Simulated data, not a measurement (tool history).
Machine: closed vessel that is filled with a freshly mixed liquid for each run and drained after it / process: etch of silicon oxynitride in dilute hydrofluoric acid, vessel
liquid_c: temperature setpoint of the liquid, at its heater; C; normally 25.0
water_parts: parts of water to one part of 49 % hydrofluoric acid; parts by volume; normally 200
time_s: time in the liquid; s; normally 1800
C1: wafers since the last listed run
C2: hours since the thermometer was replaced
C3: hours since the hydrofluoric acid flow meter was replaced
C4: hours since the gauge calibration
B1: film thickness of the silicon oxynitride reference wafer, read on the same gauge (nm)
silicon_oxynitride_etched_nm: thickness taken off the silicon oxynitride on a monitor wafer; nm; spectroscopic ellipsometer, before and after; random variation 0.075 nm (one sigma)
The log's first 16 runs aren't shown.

At hour 199.4: thermometer replaced.
At hour 205.8: gauge calibrated.
Run 17, hour 211.3: usual settings but liquid_c 27.5 C; C1 602; C2 11.9; C3 79.6; C4 5.5; B1 130.00. Result: silicon_oxynitride_etched_nm 22.41 nm.
Run 18, hour 223.1: usual settings but liquid_c 26.5 C, water_parts 105 parts by volume; C1 538; C2 23.7; C3 91.4; C4 17.3; B1 129.97. Result: silicon_oxynitride_etched_nm 43.89 nm.
Run 19, hour 238.1: usual settings but water_parts 290 parts by volume; C1 684; C2 38.7; C3 106.4; C4 32.3; B1 129.99. Result: silicon_oxynitride_etched_nm 12.86 nm.
Run 20, hour 246.2: usual settings but liquid_c 27.0 C, water_parts 105 parts by volume, time_s 2765 s; C1 369; C2 46.8; C3 114.5; C4 40.4; B1 130.01. Result: silicon_oxynitride_etched_nm 69.69 nm.
Run 21, hour 257.0: usual settings; C1 493; C2 57.6; C3 125.3; C4 51.2; B1 130.01. Result: silicon_oxynitride_etched_nm 19.89 nm.
Run 22, hour 266.4: usual settings but liquid_c 20.5 C, water_parts 110 parts by volume, time_s 2240 s; C1 429; C2 67.0; C3 134.7; C4 60.6; B1 129.99. Result: silicon_oxynitride_etched_nm 39.24 nm.
Run 23, hour 277.4: usual settings but liquid_c 22.5 C, water_parts 285 parts by volume, time_s 2355 s; C1 502; C2 78.0; C3 145.7; C4 71.6; B1 130.01. Result: silicon_oxynitride_etched_nm 15.66 nm.
Run 24, hour 289.5: usual settings but water_parts 250 parts by volume; C1 552; C2 90.1; C3 157.8; C4 83.7; B1 129.99. Result: silicon_oxynitride_etched_nm 15.47 nm.
Run 25, hour 295.6: usual settings but liquid_c 28.0 C, water_parts 105 parts by volume, time_s 1175 s; C1 278; C2 96.2; C3 163.9; C4 89.8; B1 130.00. Result: silicon_oxynitride_etched_nm 31.04 nm.
Run 26, hour 306.6: usual settings but liquid_c 20.0 C; C1 502; C2 107.2; C3 174.9; C4 100.8; B1 130.01. Result: silicon_oxynitride_etched_nm 16.03 nm.
Run 27, hour 323.8: usual settings; C1 785; C2 124.4; C3 192.1; C4 118.0; B1 130.02. Result: silicon_oxynitride_etched_nm 20.03 nm.
Run 28, hour 340.0: usual settings but liquid_c 21.0 C, time_s 2310 s; C1 739; C2 140.6; C3 208.3; C4 134.2; B1 130.00. Result: silicon_oxynitride_etched_nm 21.55 nm.
Run 29, hour 355.2: usual settings but liquid_c 22.0 C, water_parts 295 parts by volume, time_s 1110 s; C1 694; C2 155.8; C3 223.5; C4 149.4; B1 130.02. Result: silicon_oxynitride_etched_nm 6.89 nm.
Run 30, hour 370.8: usual settings but liquid_c 21.0 C, time_s 2310 s; C1 712; C2 171.4; C3 239.1; C4 165.0; B1 130.00. Result: silicon_oxynitride_etched_nm 21.60 nm.
Run 31, hour 386.2: usual settings; C1 703; C2 186.8; C3 254.5; C4 180.4; B1 129.99. Result: silicon_oxynitride_etched_nm 20.09 nm.
Run 32, hour 402.6: usual settings but water_parts 170 parts by volume, time_s 1240 s; C1 748; C2 203.2; C3 270.9; C4 196.8; B1 130.01. Result: silicon_oxynitride_etched_nm 16.67 nm.

Alternative continuations, all from the tool just after run 32; predict every row:
Run A, hour 403.8: usual settings but time_s 965 s; C1 54; C2 204.4; C3 272.1; C4 198.0; B1 ?. Result: silicon_oxynitride_etched_nm ?.
Run B, hour 403.8: usual settings but water_parts 235 parts by volume, time_s 1005 s; C1 54; C2 204.4; C3 272.1; C4 198.0; B1 ?. Result: silicon_oxynitride_etched_nm ?.
Run C, hour 403.8: usual settings but liquid_c 23.5 C; C1 54; C2 204.4; C3 272.1; C4 198.0; B1 ?. Result: silicon_oxynitride_etched_nm ?.
Run D, hour 403.8: usual settings but liquid_c 27.0 C, time_s 930 s; C1 54; C2 204.4; C3 272.1; C4 198.0; B1 ?. Result: silicon_oxynitride_etched_nm ?.
Run E, hour 403.8: usual settings but liquid_c 21.0 C, water_parts 140 parts by volume; C1 54; C2 204.4; C3 272.1; C4 198.0; B1 ?. Result: silicon_oxynitride_etched_nm ?.

run      B1  silicon_oxynitride_etched_nm
  A  129.99                         10.88
  B  129.99                          9.38
  C  129.99                         18.99
  D  129.99                         11.43
  E  129.99                         25.32
The same runs, with their run-to-run variation unchanged, on a tool lacking any hidden condition would have given:
run  silicon_oxynitride_etched_nm
  A                         10.98
  B                          9.48
  C                         19.16
  D                         11.55
  E                         25.47
